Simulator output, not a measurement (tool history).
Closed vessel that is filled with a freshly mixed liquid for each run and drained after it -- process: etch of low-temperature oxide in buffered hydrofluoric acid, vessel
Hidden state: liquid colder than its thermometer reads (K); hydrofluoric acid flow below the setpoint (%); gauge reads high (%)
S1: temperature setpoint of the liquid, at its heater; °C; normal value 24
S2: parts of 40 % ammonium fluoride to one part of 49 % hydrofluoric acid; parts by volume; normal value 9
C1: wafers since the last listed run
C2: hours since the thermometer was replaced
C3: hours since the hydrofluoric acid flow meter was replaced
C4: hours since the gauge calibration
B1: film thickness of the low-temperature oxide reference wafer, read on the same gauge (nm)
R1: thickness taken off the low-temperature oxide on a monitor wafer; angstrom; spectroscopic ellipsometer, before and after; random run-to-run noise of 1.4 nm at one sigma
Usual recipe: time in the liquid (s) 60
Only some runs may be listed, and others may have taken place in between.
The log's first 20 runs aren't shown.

run 21 day=9.654 | S1=24 S2=9 time_in_the_liquid_(s)=60 | C1=650 C2=261.2 C3=34.6 C4=46.5 | B1=99.98 | R1=2691
run 22 day=9.912 | S1=24 S2=7.5 time_in_the_liquid_(s)=90 | C1=639 C2=267.4 C3=40.8 C4=52.7 | B1=100.06 | R1=4928.6
run 23 day=10.212 | S1=21.5 S2=8 time_in_the_liquid_(s)=85 | C1=743 C2=274.6 C3=48 C4=59.9 | B1=99.98 | R1=3697.9
run 24 day=10.646 | S1=19 S2=9 time_in_the_liquid_(s)=60 | C1=1073 C2=285 C3=58.4 C4=70.3 | B1=99.99 | R1=2042.3
run 25 day=11.175 | S1=21.5 S2=9 time_in_the_liquid_(s)=60 | C1=1310 C2=297.7 C3=71.1 C4=83 | B1=99.98 | R1=2327.5
run 26 day=11.658 | S1=20.5 S2=12 time_in_the_liquid_(s)=30 | C1=1197 C2=309.3 C3=82.7 C4=94.6 | B1=99.94 | R1=866.4
run 27 day=12.062 | S1=24 S2=7 time_in_the_liquid_(s)=90 | C1=1001 C2=319 C3=92.4 C4=104.3 | B1=99.97 | R1=5270.2
run 28 day=12.742 | S1=24 S2=10.5 time_in_the_liquid_(s)=40 | C1=1682 C2=335.3 C3=108.7 C4=120.6 | B1=100 | R1=1591.3
run 29 day=13.154 | S1=26.5 S2=9 time_in_the_liquid_(s)=40 | C1=1021 C2=345.2 C3=118.6 C4=130.5 | B1=100 | R1=2022.8
run 30 day=13.879 | S1=25.5 S2=10.5 time_in_the_liquid_(s)=60 | C1=1795 C2=362.6 C3=136 C4=147.9 | B1=100.02 | R1=2568.6
run 31 day=14.579 | S1=24 S2=9 time_in_the_liquid_(s)=60 | C1=1733 C2=379.4 C3=152.8 C4=164.7 | B1=100.07 | R1=2672.5
run 32 day=15.321 | S1=24 S2=10.5 time_in_the_liquid_(s)=75 | C1=1837 C2=397.2 C3=170.6 C4=182.5 | B1=99.98 | R1=2947.3
run 33 day=15.958 | S1=29 S2=10.5 time_in_the_liquid_(s)=50 | C1=1579 C2=412.5 C3=185.9 C4=197.8 | B1=99.97 | R1=2583.3

What if the next run were any one of these 3? Each begins from the tool's condition after run 33:
run A day=15.988 | S1=24 S2=9 time_in_the_liquid_(s)=90 | C1=72 C2=413.2 C3=186.6 C4=198.5 | B1=? | R1=?
run B day=15.988 | S1=27.5 S2=9 time_in_the_liquid_(s)=60 | C1=72 C2=413.2 C3=186.6 C4=198.5 | B1=? | R1=?
run C day=15.988 | S1=27 S2=9 time_in_the_liquid_(s)=60 | C1=72 C2=413.2 C3=186.6 C4=198.5 | B1=? | R1=?

run=A B1=100.02 R1=3927.8
run=B B1=100.02 R1=3165
run=C B1=100.02 R1=3081.3
Without the tool's unlogged condition, the same runs would have read:
run=A R1=4146.7
run=B R1=3338.2
run=C R1=3250.3
